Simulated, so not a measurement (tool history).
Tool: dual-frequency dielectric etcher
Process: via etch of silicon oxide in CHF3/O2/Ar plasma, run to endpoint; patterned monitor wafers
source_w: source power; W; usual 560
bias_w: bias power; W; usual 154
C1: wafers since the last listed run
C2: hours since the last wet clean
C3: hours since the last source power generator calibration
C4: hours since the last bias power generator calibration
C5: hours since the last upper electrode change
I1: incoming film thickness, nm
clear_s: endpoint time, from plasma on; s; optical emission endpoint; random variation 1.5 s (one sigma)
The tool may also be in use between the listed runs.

Run 1, hour 0: usual settings but bias_w 174 W; C1 0; C2 599.8; C3 1726.6; C4 1306.9; C5 5052.9; I1 420.6. Result: clear_s 214.9 s.
Run 2, hour 17.1: usual settings but bias_w 174 W; C1 68; C2 616.9; C3 1743.7; C4 1324; C5 5070; I1 418.6. Result: clear_s 216.3 s.
Run 3, hour 28: usual settings but bias_w 174 W; C1 43; C2 627.8; C3 1754.6; C4 1334.9; C5 5080.9; I1 423.5. Result: clear_s 217.5 s.
Run 4, hour 40.9: usual settings; C1 51; C2 640.7; C3 1767.5; C4 1347.8; C5 5093.8; I1 422.8. Result: clear_s 228.9 s.
At hour 68.3: wet clean of the chamber.
At hour 77.1: upper electrode replaced.
Run 5, hour 77.6: usual settings but source_w 470 W; C1 15; C2 9.3; C3 1804.2; C4 1384.5; C5 0.5; I1 420. Result: clear_s 250.2 s.
Run 6, hour 78: usual settings but source_w 470 W; C1 1; C2 9.7; C3 1804.6; C4 1384.9; C5 0.9; I1 423.5. Result: clear_s 250.1 s.
Run 7, hour 78.4: usual settings but bias_w 140 W; C1 1; C2 10.1; C3 1805; C4 1385.3; C5 1.3; I1 422.1. Result: clear_s 250.1 s.
At hour 95: bias power generator calibrated.
Run 8, hour 95.5: usual settings but bias_w 140 W; C1 52; C2 27.2; C3 1822.1; C4 0.5; C5 18.4; I1 422.8. Result: clear_s 250.4 s.
Run 9, hour 112.3: usual settings but bias_w 140 W; C1 67; C2 44; C3 1838.9; C4 17.3; C5 35.2; I1 420.6. Result: clear_s 250.8 s.
Run 10, hour 145.1: usual settings; C1 131; C2 76.8; C3 1871.7; C4 50.1; C5 68; I1 421.1. Result: clear_s 240.4 s.
Run 11, hour 160.3: usual settings but bias_w 163 W; C1 61; C2 92; C3 1886.9; C4 65.3; C5 83.2; I1 422. Result: clear_s 231.4 s.
Run 12, hour 176.1: usual settings but bias_w 163 W; C1 63; C2 107.8; C3 1902.7; C4 81.1; C5 99; I1 423. Result: clear_s 234.9 s.
Run 13, hour 186.5: usual settings; C1 41; C2 118.2; C3 1913.1; C4 91.5; C5 109.4; I1 422.2. Result: clear_s 234.7 s.
Run 14, hour 199.2: usual settings; C1 51; C2 130.9; C3 1925.8; C4 104.2; C5 122.1; I1 419.7. Result: clear_s 235.1 s.
Run 15, hour 210.7: usual settings; C1 46; C2 142.4; C3 1937.3; C4 115.7; C5 133.6; I1 419.6. Result: clear_s 237.4 s.
Run 16, hour 222.5: usual settings but source_w 670 W, bias_w 134 W; C1 47; C2 154.2; C3 1949.1; C4 127.5; C5 145.4; I1 421.3. Result: clear_s 241.2 s.
Run 17, hour 238.6: usual settings but source_w 670 W, bias_w 182 W; C1 64; C2 170.3; C3 1965.2; C4 143.6; C5 161.5; I1 421.2. Result: clear_s 209.9 s.
Run 18, hour 250.3: usual settings but source_w 620 W, bias_w 127 W; C1 47; C2 182; C3 1976.9; C4 155.3; C5 173.2; I1 423.2. Result: clear_s 249.8 s.

Run 19 comes next. What will it give?
Run 19, hour 258.2: usual settings but source_w 510 W, bias_w 144 W; C1 31; C2 189.9; C3 1984.8; C4 163.2; C5 181.1; I1 418.2. Result: clear_s ?.

{"run 19": {"clear_s": 244}}
Without the tool's hidden state the same run would have given clear_s 250.3 s.

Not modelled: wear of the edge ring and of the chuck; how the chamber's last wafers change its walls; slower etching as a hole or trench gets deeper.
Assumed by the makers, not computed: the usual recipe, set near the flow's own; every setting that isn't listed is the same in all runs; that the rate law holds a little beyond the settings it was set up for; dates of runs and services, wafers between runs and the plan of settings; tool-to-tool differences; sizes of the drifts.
